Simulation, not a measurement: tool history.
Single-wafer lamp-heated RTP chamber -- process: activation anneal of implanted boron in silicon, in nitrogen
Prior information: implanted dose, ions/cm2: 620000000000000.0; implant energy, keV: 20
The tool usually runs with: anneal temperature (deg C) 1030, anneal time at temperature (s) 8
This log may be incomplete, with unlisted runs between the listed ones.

run    hour  anneal temperature (deg C)  anneal time at temperature (s)  wafers since the last listed run  wafers since the last pyrometer calibration  wafers since the reflector plate was cleaned  hours since the gauge calibration  read-back reference wafer on the same gauge, sheet resistance  sheet resistance of the implanted and annealed layer (ohm/square)
  1     0.0                        1048                               5                                 0                                         4780                                          8841                             1476.9                                                         190.03                                                             166.26
  2   190.8                        1030                               8                              4619                                         9400                                         13461                             1667.7                                                         189.93                                                             166.54
      244.2  -- reflector plate cleaned
      264.6  -- pyrometer window cleaned and pyrometer calibrated
  3   364.0                        1030                               8                              3806                                         2407                                          2706                             1840.9                                                         190.04                                                             167.35
      378.1  -- gauge calibrated
  4   458.1                        1030                               8                              2278                                         4685                                          4985                               80.0                                                         190.06                                                             166.64
  5   533.6                        1030                               8                              1828                                         6514                                          6813                              155.5                                                         189.96                                                             167.40
  6   592.0                        1030                               8                              1414                                         7928                                          8227                              213.9                                                         190.03                                                             166.95
  7   686.6                        1030                               8                              2290                                        10218                                         10517                              308.5                                                         190.05                                                             166.95
      742.2  -- pyrometer window cleaned and pyrometer calibrated
  8   772.0                        1030                               8                              1874                                          721                                         12391                              393.9                                                         190.00                                                             166.97
  9   826.2                        1030                               8                              1312                                         2033                                         13704                              448.1                                                         190.11                                                             166.96
      835.9  -- reflector plate cleaned
 10   932.5                        1030                               8                              2380                                         4413                                          2339                              554.4                                                         190.01                                                             166.42
 11   976.8                        1030                               8                              1072                                         5486                                          3412                              598.7                                                         190.01                                                             166.80
 12  1019.0                        1030                               5                              1021                                         6508                                          4433                              640.9                                                         189.96                                                             167.31
 13  1081.1                        1030                               5                              1503                                         8011                                          5937                              703.0                                                         189.97                                                             167.51
 14  1133.4                        1030                               8                              1266                                         9278                                          7203                              755.3                                                         189.97                                                             166.10
 15  1223.5                        1030                               8                              2181                                        11459                                          9385                              845.4                                                         190.06                                                             166.08
     1306.5  -- reflector plate cleaned
     1320.5  -- pyrometer window cleaned and pyrometer calibrated
 16  1328.3                        1030                               8                              2150                                          188                                           333                              950.2                                                         190.08                                                             167.19
 17  1371.6                        1016                               8                              1048                                         1236                                          1381                              993.5                                                         190.03                                                             168.78
 18  1426.4                        1057                               3                              1326                                         2563                                          2708                             1048.3                                                         190.06                                                             166.22
 19  1501.5                        1030                               8                              1818                                         4381                                          4527                             1123.4                                                         190.04                                                             166.94
 20  1577.8                        1030                               8                              1847                                         6229                                          6374                             1199.7                                                         189.92                                                             166.40
 21  1667.8                        1030                               8                              2179                                         8408                                          8553                             1289.7                                                         189.92                                                             166.58
 22  1711.4                        1002                              10                              1055                                         9464                                          9609                             1333.3                                                         189.96                                                             169.50
 23  1787.5                        1030                               6                              1842                                        11306                                         11452                             1409.4                                                         190.03                                                             166.22
     1803.1  -- gauge calibrated
     1861.6  -- reflector plate cleaned
 24  1888.6                        1057                              12                              2254                                        13561                                           652                               85.5                                                         190.07                                                             164.15
     1932.6  -- pyrometer window cleaned and pyrometer calibrated
 25  1983.8                        1010                              10                              2111                                         1238                                          2764                              180.7                                                         189.99                                                             169.33
 26  2058.7                        1030                              12                              1813                                         3052                                          4577                              255.6                                                         189.98                                                             166.44
 27  2166.2                        1014                               6                              2602                                         5655                                          7180                              363.1                                                         189.94                                                             169.73
 28  2209.0                        1015                               8                              1036                                         6691                                          8217                              405.9                                                         189.94                                                             168.83
 29  2282.8                        1030                               8                              1786                                         8478                                         10003                              479.7                                                         190.05                                                             166.56
 30  2331.3                        1030                               4                              1174                                         9652                                         11178                              528.2                                                         189.97                                                             167.39
 31  2431.7                        1030                               8                              2430                                        12083                                         13609                              628.6                                                         189.92                                                             166.16
     2440.4  -- reflector plate cleaned
 32  2520.6                        1058                              12                              1958                                        14042                                          1941                              717.5                                                         189.93                                                             164.43
     2540.8  -- pyrometer window cleaned and pyrometer calibrated
 33  2617.5                        1030                              10                              2152                                         1855                                          4093                              814.4                                                         190.00                                                             166.31

Predict the results of run 34:
 34  2698.5                        1022                               6                              1961                                         3817                                          6054                              895.4                                                              ?                                                                  ?

read-back reference wafer on the same gauge, sheet resistance: 189.92
sheet resistance of the implanted and annealed layer (ohm/square): 168.29
With the hidden condition absent and the run-to-run variation left alone, this run would have shown sheet resistance of the implanted and annealed layer (ohm/square) 168.50.

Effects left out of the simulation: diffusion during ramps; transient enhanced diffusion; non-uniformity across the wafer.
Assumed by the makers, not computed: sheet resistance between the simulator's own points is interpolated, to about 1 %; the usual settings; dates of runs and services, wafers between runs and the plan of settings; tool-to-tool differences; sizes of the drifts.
